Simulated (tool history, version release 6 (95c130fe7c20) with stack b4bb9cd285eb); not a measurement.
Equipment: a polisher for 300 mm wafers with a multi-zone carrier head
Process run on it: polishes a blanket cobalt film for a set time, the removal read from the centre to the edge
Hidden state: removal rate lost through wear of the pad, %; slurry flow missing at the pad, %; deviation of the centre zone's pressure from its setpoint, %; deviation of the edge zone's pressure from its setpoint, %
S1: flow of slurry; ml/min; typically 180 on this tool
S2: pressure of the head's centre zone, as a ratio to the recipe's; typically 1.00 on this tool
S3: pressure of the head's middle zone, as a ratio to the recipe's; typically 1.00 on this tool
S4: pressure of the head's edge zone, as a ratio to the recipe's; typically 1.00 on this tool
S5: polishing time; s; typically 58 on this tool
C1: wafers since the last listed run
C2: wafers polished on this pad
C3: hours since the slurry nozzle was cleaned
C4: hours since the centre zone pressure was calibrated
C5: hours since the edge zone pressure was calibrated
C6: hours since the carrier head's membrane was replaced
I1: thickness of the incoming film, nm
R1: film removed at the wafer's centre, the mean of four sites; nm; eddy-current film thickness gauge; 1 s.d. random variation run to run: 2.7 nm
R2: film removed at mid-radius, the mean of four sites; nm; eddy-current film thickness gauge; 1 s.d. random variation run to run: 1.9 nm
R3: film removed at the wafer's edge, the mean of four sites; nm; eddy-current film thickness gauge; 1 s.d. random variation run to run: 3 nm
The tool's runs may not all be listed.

{"run": 1, "hour": 0.0, "S1": 180, "S2": 1.0, "S3": 1.0, "S4": 1.0, "S5": 58, "C1": 0, "C2": 194, "C3": 376.9, "C4": 549.1, "C5": 619.0, "C6": 1612.1, "I1": 745.8, "R1": 199.8, "R2": 200.0, "R3": 214.1}
{"run": 2, "hour": 20.1, "S1": 180, "S2": 1.0, "S3": 1.0, "S4": 1.0, "S5": 58, "C1": 206, "C2": 400, "C3": 397.0, "C4": 569.2, "C5": 639.1, "C6": 1632.2, "I1": 740.0, "R1": 192.6, "R2": 199.9, "R3": 222.7}
{"hour": 44.9, "done": "worn pad replaced by a new one"}
{"run": 3, "hour": 55.2, "S1": 180, "S2": 1.0, "S3": 1.0, "S4": 1.0, "S5": 58, "C1": 319, "C2": 105, "C3": 432.1, "C4": 604.3, "C5": 674.2, "C6": 1667.3, "I1": 749.2, "R1": 196.5, "R2": 199.8, "R3": 215.7}
{"run": 4, "hour": 83.7, "S1": 180, "S2": 1.0, "S3": 1.0, "S4": 1.09, "S5": 65, "C1": 292, "C2": 398, "C3": 460.6, "C4": 632.8, "C5": 702.7, "C6": 1695.8, "I1": 741.6, "R1": 219.9, "R2": 222.9, "R3": 250.2}
{"hour": 105.0, "done": "worn pad replaced by a new one"}
{"run": 5, "hour": 105.5, "S1": 180, "S2": 1.0, "S3": 1.0, "S4": 1.09, "S5": 65, "C1": 182, "C2": 5, "C3": 482.4, "C4": 654.6, "C5": 724.5, "C6": 1717.6, "I1": 739.1, "R1": 218.4, "R2": 221.8, "R3": 249.7}
{"hour": 113.3, "done": "edge zone pressure recalibrated"}
{"run": 6, "hour": 119.7, "S1": 180, "S2": 1.0, "S3": 1.0, "S4": 1.0, "S5": 58, "C1": 125, "C2": 130, "C3": 496.6, "C4": 668.8, "C5": 6.4, "C6": 1731.8, "I1": 741.2, "R1": 195.2, "R2": 197.4, "R3": 215.1}
{"hour": 151.7, "done": "carrier head's membrane replaced by a new one"}
{"run": 7, "hour": 152.2, "S1": 180, "S2": 1.0, "S3": 1.0, "S4": 1.0, "S5": 73, "C1": 282, "C2": 413, "C3": 529.1, "C4": 701.3, "C5": 38.9, "C6": 0.5, "I1": 741.3, "R1": 248.0, "R2": 249.0, "R3": 271.5}
{"hour": 161.3, "done": "worn pad replaced by a new one"}
{"run": 8, "hour": 165.3, "S1": 220, "S2": 0.92, "S3": 1.11, "S4": 1.06, "S5": 58, "C1": 93, "C2": 40, "C3": 542.2, "C4": 714.4, "C5": 52.0, "C6": 13.6, "I1": 731.8, "R1": 189.6, "R2": 222.7, "R3": 229.2}
{"hour": 191.4, "done": "slurry nozzle cleaned"}
{"run": 9, "hour": 196.1, "S1": 200, "S2": 1.11, "S3": 0.91, "S4": 1.12, "S5": 58, "C1": 305, "C2": 346, "C3": 4.7, "C4": 745.2, "C5": 82.8, "C6": 44.4, "I1": 745.7, "R1": 257.8, "R2": 220.0, "R3": 248.5}
{"hour": 230.3, "done": "worn pad replaced by a new one"}
{"run": 10, "hour": 230.8, "S1": 180, "S2": 1.06, "S3": 1.0, "S4": 0.91, "S5": 69, "C1": 315, "C2": 4, "C3": 39.4, "C4": 779.9, "C5": 117.5, "C6": 79.1, "I1": 745.6, "R1": 279.0, "R2": 266.5, "R3": 263.2}
{"run": 11, "hour": 243.7, "S1": 180, "S2": 1.06, "S3": 1.0, "S4": 0.91, "S5": 69, "C1": 132, "C2": 137, "C3": 52.3, "C4": 792.8, "C5": 130.4, "C6": 92.0, "I1": 747.7, "R1": 282.1, "R2": 263.5, "R3": 266.8}
{"hour": 249.9, "done": "centre zone pressure recalibrated"}
{"run": 12, "hour": 271.3, "S1": 180, "S2": 1.0, "S3": 1.0, "S4": 1.0, "S5": 58, "C1": 262, "C2": 400, "C3": 79.9, "C4": 21.4, "C5": 158.0, "C6": 119.6, "I1": 754.5, "R1": 219.9, "R2": 216.4, "R3": 227.1}
{"hour": 296.3, "done": "worn pad replaced by a new one"}
{"run": 13, "hour": 296.8, "S1": 210, "S2": 1.11, "S3": 1.0, "S4": 0.94, "S5": 58, "C1": 220, "C2": 5, "C3": 105.4, "C4": 46.9, "C5": 183.5, "C6": 145.1, "I1": 735.2, "R1": 246.3, "R2": 225.4, "R3": 229.0}
{"run": 14, "hour": 316.9, "S1": 200, "S2": 0.97, "S3": 1.11, "S4": 1.06, "S5": 58, "C1": 206, "C2": 211, "C3": 125.5, "C4": 67.0, "C5": 203.6, "C6": 165.2, "I1": 743.2, "R1": 214.2, "R2": 236.7, "R3": 239.2}

Selected run-to-run steps in R1, each split into two signed amounts: the part the tool would show with no hidden state at all (from settings, incoming material and random variation), and the remainder, which goes to the hidden state together with any gauge scatter not common to the measured and the hidden-state-free results:
Run 8 -> 9: S1 220 -> 200, S2 0.92 -> 1.11, S3 1.11 -> 0.91, S4 1.06 -> 1.12, slurry nozzle cleaned. R1 +68.2 nm: hidden state +23.9, all else +44.3.
